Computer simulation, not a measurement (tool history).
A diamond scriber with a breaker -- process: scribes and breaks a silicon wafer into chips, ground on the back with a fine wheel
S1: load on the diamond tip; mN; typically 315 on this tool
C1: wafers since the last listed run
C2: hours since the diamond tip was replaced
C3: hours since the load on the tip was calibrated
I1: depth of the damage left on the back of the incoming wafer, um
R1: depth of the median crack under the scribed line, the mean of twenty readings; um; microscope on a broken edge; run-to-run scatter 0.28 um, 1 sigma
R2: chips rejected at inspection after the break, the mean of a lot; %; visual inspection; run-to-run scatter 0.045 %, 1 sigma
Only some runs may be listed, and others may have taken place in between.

{"run": 1, "hour": 0.0, "S1": 315, "C1": 0, "C2": 544.8, "C3": 918.0, "I1": 1.84, "R1": 13.63, "R2": 2.05}
{"run": 2, "hour": 61.3, "S1": 315, "C1": 100, "C2": 606.1, "C3": 979.3, "I1": 1.89, "R1": 14.01, "R2": 2.23}
{"run": 3, "hour": 100.2, "S1": 315, "C1": 63, "C2": 645.0, "C3": 1018.2, "I1": 1.99, "R1": 13.67, "R2": 2.4}
{"run": 4, "hour": 129.5, "S1": 315, "C1": 48, "C2": 674.3, "C3": 1047.5, "I1": 1.74, "R1": 13.57, "R2": 2.18}
{"run": 5, "hour": 163.6, "S1": 315, "C1": 55, "C2": 708.4, "C3": 1081.6, "I1": 1.87, "R1": 13.25, "R2": 2.36}
{"run": 6, "hour": 206.2, "S1": 355, "C1": 69, "C2": 751.0, "C3": 1124.2, "I1": 2.45, "R1": 14.43, "R2": 1.25}
{"hour": 208.3, "done": "diamond tip replaced by a new one"}
{"run": 7, "hour": 267.7, "S1": 355, "C1": 97, "C2": 59.4, "C3": 1185.7, "I1": 2.33, "R1": 15.44, "R2": 1.34}
{"run": 8, "hour": 307.4, "S1": 315, "C1": 65, "C2": 99.1, "C3": 1225.4, "I1": 2.22, "R1": 14.86, "R2": 1.07}
{"run": 9, "hour": 337.6, "S1": 315, "C1": 49, "C2": 129.3, "C3": 1255.6, "I1": 1.82, "R1": 14.39, "R2": 1.04}
{"run": 10, "hour": 362.8, "S1": 315, "C1": 41, "C2": 154.5, "C3": 1280.8, "I1": 1.62, "R1": 14.39, "R2": 1.14}
{"run": 11, "hour": 401.2, "S1": 315, "C1": 63, "C2": 192.9, "C3": 1319.2, "I1": 1.52, "R1": 13.81, "R2": 1.2}
{"run": 12, "hour": 459.9, "S1": 315, "C1": 96, "C2": 251.6, "C3": 1377.9, "I1": 2.12, "R1": 14.28, "R2": 1.58}
{"run": 13, "hour": 492.9, "S1": 315, "C1": 54, "C2": 284.6, "C3": 1410.9, "I1": 2.97, "R1": 13.94, "R2": 2.13}
{"run": 14, "hour": 521.8, "S1": 315, "C1": 47, "C2": 313.5, "C3": 1439.8, "I1": 2.39, "R1": 13.81, "R2": 1.83}
{"run": 15, "hour": 581.2, "S1": 315, "C1": 97, "C2": 372.9, "C3": 1499.2, "I1": 2.38, "R1": 13.53, "R2": 1.83}
{"run": 16, "hour": 609.4, "S1": 315, "C1": 46, "C2": 401.1, "C3": 1527.4, "I1": 1.87, "R1": 13.8, "R2": 1.82}
{"hour": 698.2, "done": "load on the tip recalibrated"}
{"run": 17, "hour": 750.3, "S1": 315, "C1": 227, "C2": 542.0, "C3": 52.1, "I1": 2.17, "R1": 13.54, "R2": 2.03}
{"run": 18, "hour": 793.1, "S1": 315, "C1": 70, "C2": 584.8, "C3": 94.9, "I1": 2.19, "R1": 13.91, "R2": 2.28}
{"run": 19, "hour": 856.7, "S1": 315, "C1": 104, "C2": 648.4, "C3": 158.5, "I1": 1.88, "R1": 14.02, "R2": 2.11}
{"run": 20, "hour": 895.4, "S1": 372, "C1": 63, "C2": 687.1, "C3": 197.2, "I1": 2.12, "R1": 14.86, "R2": 0.86}
{"run": 21, "hour": 964.0, "S1": 371, "C1": 112, "C2": 755.7, "C3": 265.8, "I1": 2.43, "R1": 15.21, "R2": 0.95}
{"hour": 988.5, "done": "diamond tip replaced by a new one"}
{"run": 22, "hour": 1037.1, "S1": 282, "C1": 116, "C2": 48.6, "C3": 338.9, "I1": 2.9, "R1": 12.27, "R2": 8.7}
{"run": 23, "hour": 1099.1, "S1": 315, "C1": 101, "C2": 110.6, "C3": 400.9, "I1": 2.3, "R1": 12.59, "R2": 7.43}
{"run": 24, "hour": 1149.8, "S1": 315, "C1": 83, "C2": 161.3, "C3": 451.6, "I1": 1.75, "R1": 12.27, "R2": 8.17}
{"run": 25, "hour": 1180.7, "S1": 377, "C1": 50, "C2": 192.2, "C3": 482.5, "I1": 2.48, "R1": 13.45, "R2": 3.7}
{"run": 26, "hour": 1215.2, "S1": 381, "C1": 56, "C2": 226.7, "C3": 517.0, "I1": 2.15, "R1": 13.46, "R2": 3.46}
{"run": 27, "hour": 1282.6, "S1": 406, "C1": 110, "C2": 294.1, "C3": 584.4, "I1": 2.64, "R1": 13.93, "R2": 2.8}
{"run": 28, "hour": 1333.0, "S1": 315, "C1": 82, "C2": 344.5, "C3": 634.8, "I1": 2.25, "R1": 12.65, "R2": 11.02}
{"run": 29, "hour": 1380.7, "S1": 408, "C1": 78, "C2": 392.2, "C3": 682.5, "I1": 2.69, "R1": 13.14, "R2": 3.36}
{"hour": 1416.3, "done": "diamond tip replaced by a new one, repeated, since the last time left the tool worse"}
{"run": 30, "hour": 1432.3, "S1": 315, "C1": 81, "C2": 16.0, "C3": 734.1, "I1": 1.9, "R1": 15.04, "R2": 0.84}
{"run": 31, "hour": 1489.5, "S1": 385, "C1": 93, "C2": 73.2, "C3": 791.3, "I1": 1.55, "R1": 15.96, "R2": 1.72}
{"run": 32, "hour": 1548.1, "S1": 250, "C1": 96, "C2": 131.8, "C3": 849.9, "I1": 1.85, "R1": 13.07, "R2": 4.66}
{"run": 33, "hour": 1654.8, "S1": 315, "C1": 175, "C2": 238.5, "C3": 956.6, "I1": 2.01, "R1": 14.17, "R2": 1.47}
{"run": 34, "hour": 1719.6, "S1": 392, "C1": 106, "C2": 303.3, "C3": 1021.4, "I1": 2.69, "R1": 15.2, "R2": 1.49}
{"run": 35, "hour": 1748.2, "S1": 315, "C1": 46, "C2": 331.9, "C3": 1050.0, "I1": 1.8, "R1": 13.98, "R2": 1.63}
{"run": 36, "hour": 1810.4, "S1": 357, "C1": 102, "C2": 394.1, "C3": 1112.2, "I1": 1.7, "R1": 15.09, "R2": 0.87}
{"run": 37, "hour": 1878.8, "S1": 352, "C1": 112, "C2": 462.5, "C3": 1180.6, "I1": 2.92, "R1": 14.48, "R2": 1.38}
{"run": 38, "hour": 1915.4, "S1": 349, "C1": 60, "C2": 499.1, "C3": 1217.2, "I1": 2.93, "R1": 14.3, "R2": 1.59}
{"run": 39, "hour": 1964.8, "S1": 315, "C1": 81, "C2": 548.5, "C3": 1266.6, "I1": 1.54, "R1": 13.86, "R2": 1.83}
{"run": 40, "hour": 2030.0, "S1": 315, "C1": 106, "C2": 613.7, "C3": 1331.8, "I1": 1.9, "R1": 14.01, "R2": 2.01}
{"run": 41, "hour": 2063.0, "S1": 350, "C1": 54, "C2": 646.7, "C3": 1364.8, "I1": 2.69, "R1": 14.7, "R2": 1.48}
{"run": 42, "hour": 2118.1, "S1": 246, "C1": 90, "C2": 701.8, "C3": 1419.9, "I1": 2.93, "R1": 12.24, "R2": 7.54}

What was the tool's hidden state at every run in the log?
deviation of the load on the tip from its setpoint, %: 0 on each run
H1: share of the diamond tip's cutting effectiveness lost through wear, %
run=1 H1=10.9
run=2 H1=11.2
run=3 H1=11.3
run=4 H1=11.4
run=5 H1=11.5
run=6 H1=11.6
run=7 H1=2.68
run=8 H1=4.02
run=9 H1=4.9
run=10 H1=5.56
run=11 H1=6.44
run=12 H1=7.53
run=13 H1=8.04
run=14 H1=8.44
run=15 H1=9.11
run=16 H1=9.38
run=17 H1=10.3
run=18 H1=10.5
run=19 H1=10.8
run=20 H1=10.9
run=21 H1=11
run=22 H1=20.4
run=23 H1=22.4
run=24 H1=23.8
run=25 H1=24.5
run=26 H1=25.2
run=27 H1=26.2
run=28 H1=26.9
run=29 H1=27.4
run=30 H1=0.754
run=31 H1=2.98
run=32 H1=4.78
run=33 H1=7.12
run=34 H1=8.11
run=35 H1=8.47
run=36 H1=9.12
run=37 H1=9.66
run=38 H1=9.9
run=39 H1=10.2
run=40 H1=10.4
run=41 H1=10.6
run=42 H1=10.7
